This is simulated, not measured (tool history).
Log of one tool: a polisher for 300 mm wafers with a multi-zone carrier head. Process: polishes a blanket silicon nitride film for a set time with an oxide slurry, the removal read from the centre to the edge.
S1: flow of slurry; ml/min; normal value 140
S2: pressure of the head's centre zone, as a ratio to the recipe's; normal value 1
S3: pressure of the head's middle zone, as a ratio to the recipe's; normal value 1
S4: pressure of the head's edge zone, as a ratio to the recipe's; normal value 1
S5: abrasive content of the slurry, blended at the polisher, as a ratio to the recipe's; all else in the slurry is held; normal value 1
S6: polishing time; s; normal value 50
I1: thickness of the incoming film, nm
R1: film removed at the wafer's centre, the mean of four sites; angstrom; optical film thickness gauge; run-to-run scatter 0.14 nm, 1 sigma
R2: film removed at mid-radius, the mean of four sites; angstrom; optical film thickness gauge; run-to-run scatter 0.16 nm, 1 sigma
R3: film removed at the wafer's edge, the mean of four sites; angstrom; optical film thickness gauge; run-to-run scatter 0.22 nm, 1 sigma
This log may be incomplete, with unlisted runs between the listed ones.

| run | hour | S1 | S2 | S3 | S4 | S5 | S6 | I1 | R1 | R2 | R3 |
|---|---|---|---|---|---|---|---|---|---|---|---|
| 1 | 0 | 140 | 1 | 1 | 1 | 1 | 50 | 330.4 | 186 | 186 | 181 |
| 2 | 20.6 | 140 | 1 | 1 | 1 | 1 | 50 | 331.4 | 186 | 188 | 179 |
| 3 | 55.3 | 140 | 1 | 1 | 1 | 1 | 50 | 333.7 | 183 | 186 | 182 |
| 4 | 71 | 140 | 1 | 1 | 1 | 1 | 50 | 334.9 | 187 | 185 | 180 |
| 5 | 100.4 | 140 | 1 | 1 | 1 | 1 | 50 | 328.3 | 184 | 185 | 179 |
| 6 | 184.9 | 140 | 1 | 1 | 1 | 1 | 50 | 331.9 | 184 | 184 | 177 |
| 7 | 208.4 | 140 | 1.05 | 1 | 1 | 1 | 50 | 329.7 | 191 | 180 | 177 |
| 8 | 252.7 | 140 | 0.92 | 1 | 1 | 1 | 50 | 331.1 | 168 | 185 | 182 |
| 9 | 268.3 | 140 | 0.92 | 1 | 1 | 1 | 50 | 329.7 | 167 | 182 | 182 |
| 10 | 284.3 | 140 | 0.93 | 0.95 | 1 | 0.9 | 50 | 324.6 | 161 | 170 | 171 |
| 11 | 392.5 | 140 | 1 | 1 | 1 | 1 | 64 | 333.9 | 228 | 227 | 219 |
| 12 | 410.7 | 140 | 1.05 | 1 | 1 | 1 | 50 | 331.9 | 193 | 187 | 182 |
| 13 | 426.8 | 140 | 1 | 1 | 1 | 1 | 50 | 327.7 | 187 | 183 | 179 |
| 14 | 439.2 | 115 | 1 | 0.96 | 1 | 1 | 50 | 331.4 | 174 | 173 | 171 |
| 15 | 462 | 140 | 1 | 1 | 1 | 0.9 | 62 | 333.4 | 220 | 220 | 216 |
| 16 | 475.7 | 140 | 1 | 1 | 1 | 1 | 55 | 327.2 | 203 | 204 | 193 |
| 17 | 506.9 | 180 | 1 | 1.11 | 1 | 1 | 50 | 328.7 | 197 | 214 | 189 |
| 18 | 520.5 | 185 | 1 | 1.04 | 0.94 | 1 | 62 | 333.6 | 243 | 250 | 232 |
| 19 | 547.9 | 140 | 0.94 | 1.04 | 0.89 | 1.2 | 50 | 323.8 | 190 | 203 | 191 |

The log once held 7 entries between its listed runs, left out of this copy. Where does each go, and what is different about the tool's unlogged condition between the listed run before it and the listed run after it?
From run 3 to run 4: worn pad replaced by a new one (hour 60.2)
  slurry flow missing at the pad, %: 1.75 -> 1.97
  measured minus no-state result, R1: -1 -> -1 angstrom; R2: -1 -> -1 angstrom; R3: +0 -> +0 angstrom
From run 6 to run 7: edge zone pressure recalibrated (hour 204.8)
  slurry flow missing at the pad, %: 4.92 -> 5.83
  measured minus no-state result, R1: -2 -> -3 angstrom; R2: -3 -> -3 angstrom; R3: -1 -> -2 angstrom
From run 7 to run 8: worn pad replaced by a new one (hour 233.9)
  slurry flow missing at the pad, %: 5.83 -> 7.82
  measured minus no-state result, R1: -3 -> -4 angstrom; R2: -3 -> -3 angstrom; R3: -2 -> -2 angstrom
From run 10 to run 11: worn pad replaced by a new one (hour 392)
  slurry flow missing at the pad, %: 9.46 -> 16.5
  measured minus no-state result, R1: -4 -> -12 angstrom; R2: -4 -> -10 angstrom; R3: -3 -> -7 angstrom
From run 11 to run 12: carrier head's membrane replaced by a new one (hour 398.9); slurry nozzle cleaned (hour 405.2); centre zone pressure recalibrated (hour 406.2)
  slurry flow missing at the pad, %: 16.5 -> 0.0181
  measured minus no-state result, R1: -12 -> +0 angstrom; R2: -10 -> +0 angstrom; R3: -7 -> +0 angstrom

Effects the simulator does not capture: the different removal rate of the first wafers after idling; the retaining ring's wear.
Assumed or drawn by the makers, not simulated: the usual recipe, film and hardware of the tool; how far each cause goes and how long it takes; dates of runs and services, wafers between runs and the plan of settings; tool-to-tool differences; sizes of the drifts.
